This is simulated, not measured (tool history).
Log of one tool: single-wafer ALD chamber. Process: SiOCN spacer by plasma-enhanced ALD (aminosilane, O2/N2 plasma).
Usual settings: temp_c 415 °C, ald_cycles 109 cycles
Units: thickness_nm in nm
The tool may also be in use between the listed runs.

run,day,temp_c,ald_cycles,wafers since the last listed run,hours since the last thermocouple change,hours since the gauge calibration,"read-back reference wafer on the same gauge, thickness_nm",thickness_nm
1,0.000,421,109,0,1246.5,222.2,5.933,6.213
2,4.458,403,109,176,1353.5,329.2,5.931,6.499
3,6.108,403,109,65,1393.1,368.8,5.931,6.486
# day 7.058: thermocouple changed; heater temperature recalibrated
4,9.462,420,95,119,57.7,449.3,5.929,5.293
5,11.188,420,95,68,99.1,490.7,5.929,5.327
6,13.629,420,95,96,157.7,549.3,5.928,5.352
7,20.696,415,109,279,327.3,718.9,5.931,6.205
8,24.846,415,109,163,426.9,818.5,5.932,6.191
9,29.108,415,109,168,529.2,920.8,5.930,6.205
10,40.742,415,109,459,808.4,1200.0,5.930,6.241
# day 45.583: gauge calibrated
11,48.129,415,109,291,985.7,61.1,5.933,6.269
12,50.933,415,109,110,1053.0,128.4,5.926,6.257
13,53.671,426,100,108,1118.7,194.1,5.934,5.572
# day 56.304: thermocouple changed; heater temperature recalibrated
14,58.050,407,115,159,41.9,299.2,5.928,6.714
15,59.900,425,88,73,86.3,343.6,5.931,4.867
16,63.171,402,109,129,164.8,422.1,5.928,6.410
17,65.700,406,126,99,225.5,482.8,5.927,7.356
18,69.558,415,109,152,318.1,575.4,5.934,6.225
19,72.846,402,125,129,397.0,654.3,5.927,7.336
20,75.396,425,88,100,458.2,715.5,5.931,4.875
21,77.667,425,120,89,512.7,770.0,5.933,6.648
22,81.562,425,120,153,606.2,863.5,5.927,6.649

Forecast each of these 4 alternatives for the next run:
A,81.588,407,109,0,606.8,864.1,?,?
B,81.588,411,99,0,606.8,864.1,?,?
C,81.588,400,122,0,606.8,864.1,?,?
D,81.588,422,92,0,606.8,864.1,?,?

run,"read-back reference wafer on the same gauge, thickness_nm",thickness_nm
A,5.930,6.378
B,5.930,5.731
C,5.930,7.273
D,5.930,5.166
Without the tool's hidden state the same runs would have given:
run,thickness_nm
A,6.355
B,5.709
C,7.247
D,5.146
